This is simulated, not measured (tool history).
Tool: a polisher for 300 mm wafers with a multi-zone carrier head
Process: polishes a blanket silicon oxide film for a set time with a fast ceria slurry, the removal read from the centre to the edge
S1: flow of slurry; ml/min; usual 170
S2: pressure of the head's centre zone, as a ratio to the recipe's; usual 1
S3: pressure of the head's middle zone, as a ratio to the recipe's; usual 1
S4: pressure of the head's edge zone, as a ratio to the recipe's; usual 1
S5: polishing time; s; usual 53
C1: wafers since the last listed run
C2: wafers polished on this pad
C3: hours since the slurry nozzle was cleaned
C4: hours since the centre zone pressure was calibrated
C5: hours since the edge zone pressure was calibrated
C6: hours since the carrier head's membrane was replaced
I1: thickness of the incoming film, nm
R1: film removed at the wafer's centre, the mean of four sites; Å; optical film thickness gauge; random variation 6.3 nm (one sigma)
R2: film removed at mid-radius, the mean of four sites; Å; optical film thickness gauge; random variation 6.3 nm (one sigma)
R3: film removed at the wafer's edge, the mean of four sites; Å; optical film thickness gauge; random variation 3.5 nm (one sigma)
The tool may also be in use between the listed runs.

| run | hour | S1 | S2 | S3 | S4 | S5 | C1 | C2 | C3 | C4 | C5 | C6 | I1 | R1 | R2 | R3 |
|---|---|---|---|---|---|---|---|---|---|---|---|---|---|---|---|---|
| 1 | 0 | 200 | 1 | 1 | 1 | 53 | 0 | 3407 | 170.1 | 706.8 | 262 | 679.9 | 3730.7 | 4752 | 4395 | 4464 |
|  | 11.1 | worn pad replaced by a new one |
| 2 | 41.6 | 185 | 1 | 1 | 1 | 53 | 411 | 333 | 211.7 | 748.4 | 303.6 | 721.5 | 3691.7 | 4991 | 4815 | 4800 |
|  | 117.4 | slurry nozzle cleaned |
| 3 | 147.6 | 170 | 1 | 1 | 1 | 53 | 1150 | 1483 | 30.2 | 854.4 | 409.6 | 827.5 | 3663.4 | 4704 | 4466 | 4645 |
| 4 | 194.6 | 170 | 1 | 1 | 1 | 53 | 514 | 1998 | 77.2 | 901.4 | 456.6 | 874.5 | 3698.7 | 4729 | 4506 | 4550 |
| 5 | 243.7 | 170 | 1 | 1 | 1 | 53 | 537 | 2536 | 126.3 | 950.5 | 505.7 | 923.6 | 3655.2 | 4625 | 4344 | 4446 |
|  | 278.4 | worn pad replaced by a new one |
| 6 | 282.4 | 170 | 1 | 1 | 1 | 53 | 380 | 43 | 165 | 989.2 | 544.4 | 962.3 | 3654.2 | 5140 | 4978 | 4904 |
| 7 | 359.4 | 170 | 1 | 1 | 1 | 53 | 843 | 886 | 242 | 1066.2 | 621.4 | 1039.3 | 3683.4 | 4877 | 4721 | 4760 |
| 8 | 415.9 | 170 | 1 | 1 | 1 | 53 | 618 | 1505 | 298.5 | 1122.7 | 677.9 | 1095.8 | 3710.2 | 4812 | 4608 | 4679 |
|  | 429.9 | slurry nozzle cleaned |
|  | 481.7 | centre zone pressure recalibrated |
| 9 | 491.1 | 170 | 1 | 1 | 1 | 53 | 790 | 2296 | 61.2 | 9.4 | 753.1 | 1171 | 3626.4 | 4598 | 4416 | 4649 |
| 10 | 566 | 170 | 1 | 1 | 1 | 53 | 820 | 3116 | 136.1 | 84.3 | 828 | 1245.9 | 3667.1 | 4508 | 4347 | 4465 |
|  | 589.9 | worn pad replaced by a new one |
| 11 | 616.2 | 170 | 1 | 1.09 | 1.06 | 53 | 506 | 288 | 186.3 | 134.5 | 878.2 | 1296.1 | 3681.4 | 5048 | 5184 | 5014 |
| 12 | 655.5 | 170 | 1 | 0.94 | 1.06 | 53 | 430 | 718 | 225.6 | 173.8 | 917.5 | 1335.4 | 3724.9 | 4980 | 4569 | 4990 |
|  | 747.4 | slurry nozzle cleaned |
| 13 | 747.9 | 185 | 1 | 0.89 | 0.95 | 36 | 1001 | 1719 | 0.5 | 266.2 | 1009.9 | 1427.8 | 3678.2 | 3319 | 2877 | 3123 |
|  | 769 | carrier head's membrane replaced by a new one, of another model than before |
| 14 | 791.4 | 140 | 1 | 1 | 1.12 | 53 | 421 | 2141 | 44 | 309.7 | 1053.4 | 22.4 | 3656.1 | 4554 | 4345 | 4644 |
|  | 863 | worn pad replaced by a new one |
| 15 | 882.8 | 170 | 1 | 1.04 | 1 | 44 | 957 | 216 | 135.4 | 401.1 | 1144.8 | 113.8 | 3673.3 | 4232 | 4199 | 4073 |
| 16 | 977.9 | 170 | 1 | 1 | 1 | 53 | 1041 | 1258 | 230.5 | 496.2 | 1239.9 | 208.9 | 3712.9 | 4910 | 4689 | 4708 |
|  | 987.7 | edge zone pressure recalibrated |
|  | 1010 | slurry nozzle cleaned |
| 17 | 1069.1 | 150 | 1 | 1 | 1 | 60 | 966 | 2224 | 59.1 | 587.4 | 81.4 | 300.1 | 3659.5 | 5153 | 4947 | 5118 |
| 18 | 1165.4 | 170 | 1 | 1 | 1 | 53 | 1054 | 3279 | 155.4 | 683.7 | 177.7 | 396.4 | 3691.8 | 4542 | 4352 | 4332 |
|  | 1183.3 | worn pad replaced by a new one |
| 19 | 1238.5 | 170 | 1 | 1 | 1 | 53 | 756 | 604 | 228.5 | 756.8 | 250.8 | 469.5 | 3701.5 | 4994 | 4770 | 4910 |
|  | 1304.1 | slurry nozzle cleaned |
| 20 | 1312.4 | 170 | 1 | 0.88 | 0.95 | 39 | 798 | 1403 | 8.3 | 830.7 | 324.7 | 543.4 | 3760.6 | 3598 | 2861 | 3435 |
| 21 | 1361.8 | 170 | 1 | 1 | 1 | 53 | 541 | 1944 | 57.7 | 880.1 | 374.1 | 592.8 | 3680.2 | 4756 | 4520 | 4666 |
| 22 | 1442.2 | 170 | 0.96 | 0.95 | 1 | 53 | 880 | 2824 | 138.1 | 960.5 | 454.5 | 673.2 | 3712.6 | 4501 | 4211 | 4468 |

Forecast each of these 4 alternatives for the next run:
| A | 1442.6 | 170 | 1 | 1 | 1 | 53 | 4 | 2829 | 138.5 | 960.9 | 454.9 | 673.6 | 3717.5 | ? | ? | ? |
| B | 1442.6 | 170 | 0.91 | 1 | 1 | 53 | 4 | 2829 | 138.5 | 960.9 | 454.9 | 673.6 | 3717.5 | ? | ? | ? |
| C | 1442.6 | 170 | 1 | 1.11 | 1 | 53 | 4 | 2829 | 138.5 | 960.9 | 454.9 | 673.6 | 3717.5 | ? | ? | ? |
| D | 1442.6 | 190 | 0.91 | 1 | 1 | 62 | 4 | 2829 | 138.5 | 960.9 | 454.9 | 673.6 | 3717.5 | ? | ? | ? |

| run | R1 | R2 | R3 |
|---|---|---|---|
| A | 4727 | 4392 | 4555 |
| B | 4432 | 4394 | 4555 |
| C | 4733 | 5058 | 4544 |
| D | 5273 | 5218 | 5387 |
Without the tool's hidden state the same runs would have given:
| run | R1 | R2 | R3 |
|---|---|---|---|
| A | 5216 | 4847 | 5026 |
| B | 4891 | 4849 | 5026 |
| C | 5223 | 5582 | 5014 |
| D | 5819 | 5758 | 5945 |
